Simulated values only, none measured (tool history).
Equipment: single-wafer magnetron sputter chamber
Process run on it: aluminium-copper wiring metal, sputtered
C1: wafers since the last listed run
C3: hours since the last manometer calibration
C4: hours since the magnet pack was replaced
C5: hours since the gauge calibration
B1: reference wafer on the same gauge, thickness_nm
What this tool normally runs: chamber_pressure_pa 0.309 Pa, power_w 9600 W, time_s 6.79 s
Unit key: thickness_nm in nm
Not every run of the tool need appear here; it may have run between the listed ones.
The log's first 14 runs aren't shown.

Run 15, day 27.108: usual settings; C1 2378; wafers on the sputter target 10929; C3 1492.3; C4 3719.0; C5 1166.3; B1 133.286. Result: thickness_nm 136.745 nm.
Run 16, day 28.667: usual settings; C1 1653; wafers on the sputter target 12582; C3 1529.7; C4 3756.4; C5 1203.7; B1 132.961. Result: thickness_nm 135.711 nm.
Run 17, day 30.529: usual settings but time_s 5.74 s; C1 1975; wafers on the sputter target 14558; C3 1574.4; C4 3801.1; C5 1248.4; B1 132.873. Result: thickness_nm 113.715 nm.
Run 18, day 32.479: usual settings; C1 2068; wafers on the sputter target 16627; C3 1621.2; C4 3847.9; C5 1295.2; B1 132.988. Result: thickness_nm 134.052 nm.
At day 33.471: sputter target and shields replaced.
Run 19, day 33.879: usual settings; C1 1131; wafers on the sputter target 431; C3 1654.8; C4 3881.5; C5 1328.8; B1 133.080. Result: thickness_nm 140.600 nm.
Run 20, day 34.925: usual settings but chamber_pressure_pa 0.261 Pa; C1 1109; wafers on the sputter target 1540; C3 1679.9; C4 3906.6; C5 1353.9; B1 133.044. Result: thickness_nm 143.042 nm.
Run 21, day 37.912: usual settings but chamber_pressure_pa 0.396 Pa, power_w 11900 W, time_s 6.21 s; C1 3169; wafers on the sputter target 4710; C3 1751.6; C4 3978.3; C5 1425.6; B1 133.247. Result: thickness_nm 145.956 nm.
Run 22, day 39.117: usual settings but chamber_pressure_pa 0.396 Pa, power_w 11900 W, time_s 6.21 s; C1 1277; wafers on the sputter target 5987; C3 1780.5; C4 4007.2; C5 1454.5; B1 132.902. Result: thickness_nm 144.510 nm.
At day 41.096: capacitance manometer re-zeroed and calibrated.
Run 23, day 41.358: usual settings; C1 2024; wafers on the sputter target 8012; C3 6.3; C4 4061.0; C5 1508.3; B1 133.213. Result: thickness_nm 137.607 nm.
At day 41.458: gauge calibrated.
Run 24, day 42.779: usual settings; C1 1507; wafers on the sputter target 9519; C3 40.4; C4 4095.1; C5 31.7; B1 132.845. Result: thickness_nm 136.902 nm.
At day 43.750: magnet pack replaced.
Run 25, day 44.962: usual settings; C1 1962; wafers on the sputter target 11482; C3 92.8; C4 29.1; C5 84.1; B1 132.842. Result: thickness_nm 136.641 nm.
At day 47.271: sputter target and shields replaced.
Run 26, day 47.788: usual settings but chamber_pressure_pa 0.396 Pa, power_w 8900 W, time_s 8.02 s; C1 2643; wafers on the sputter target 550; C3 160.6; C4 96.9; C5 151.9; B1 133.205. Result: thickness_nm 152.894 nm.
Run 27, day 49.271: usual settings but chamber_pressure_pa 0.192 Pa, power_w 8900 W; C1 1573; wafers on the sputter target 2123; C3 196.2; C4 132.5; C5 187.5; B1 132.770. Result: thickness_nm 137.414 nm.
Run 28, day 52.492: usual settings but chamber_pressure_pa 0.227 Pa, power_w 11450 W, time_s 5.88 s; C1 3417; wafers on the sputter target 5541; C3 273.5; C4 209.8; C5 264.8; B1 132.917. Result: thickness_nm 139.415 nm.
Run 29, day 54.488: usual settings but power_w 10600 W, time_s 7.24 s; C1 2117; wafers on the sputter target 7658; C3 321.4; C4 257.7; C5 312.7; B1 132.860. Result: thickness_nm 158.288 nm.
Run 30, day 56.729: usual settings but chamber_pressure_pa 0.207 Pa, power_w 11900 W, time_s 7.80 s; C1 2378; wafers on the sputter target 10036; C3 375.2; C4 311.5; C5 366.5; B1 132.743. Result: thickness_nm 189.017 nm.
Run 31, day 58.358: usual settings but time_s 7.18 s; C1 1728; wafers on the sputter target 11765; C3 414.3; C4 350.6; C5 405.6; B1 132.846. Result: thickness_nm 143.450 nm.
Run 32, day 61.200: usual settings but power_w 11950 W; C1 3014; wafers on the sputter target 14780; C3 482.5; C4 418.8; C5 473.8; B1 132.881. Result: thickness_nm 159.189 nm.
At day 62.588: sputter target and shields replaced.
Run 33, day 63.467: usual settings; C1 2051; wafers on the sputter target 934; C3 536.9; C4 473.2; C5 528.2; B1 132.890. Result: thickness_nm 140.596 nm.
Run 34, day 66.121: usual settings but chamber_pressure_pa 0.257 Pa; C1 2815; wafers on the sputter target 3750; C3 600.6; C4 536.9; C5 591.9; B1 133.110. Result: thickness_nm 140.954 nm.
Run 35, day 67.538: usual settings but power_w 7450 W; C1 1502; wafers on the sputter target 5253; C3 634.6; C4 570.9; C5 625.9; B1 133.287. Result: thickness_nm 116.936 nm.

Alternative continuations, all from the tool just after run 35; predict every row:
Run A, day 67.554: usual settings; C1 17; wafers on the sputter target 5271; C3 635.0; C4 571.3; C5 626.3; B1 ?. Result: thickness_nm ?.
Run B, day 67.554: usual settings but power_w 11450 W, time_s 5.62 s; C1 17; wafers on the sputter target 5271; C3 635.0; C4 571.3; C5 626.3; B1 ?. Result: thickness_nm ?.
Run C, day 67.554: usual settings but time_s 7.24 s; C1 17; wafers on the sputter target 5271; C3 635.0; C4 571.3; C5 626.3; B1 ?. Result: thickness_nm ?.

run       B1  thickness_nm
  A  132.861       138.430
  B  132.861       130.574
  C  132.861       147.604
With the hidden condition removed and each run's random variation left untouched, the same runs would have given:
run  thickness_nm
  A       141.333
  B       133.312
  C       150.700

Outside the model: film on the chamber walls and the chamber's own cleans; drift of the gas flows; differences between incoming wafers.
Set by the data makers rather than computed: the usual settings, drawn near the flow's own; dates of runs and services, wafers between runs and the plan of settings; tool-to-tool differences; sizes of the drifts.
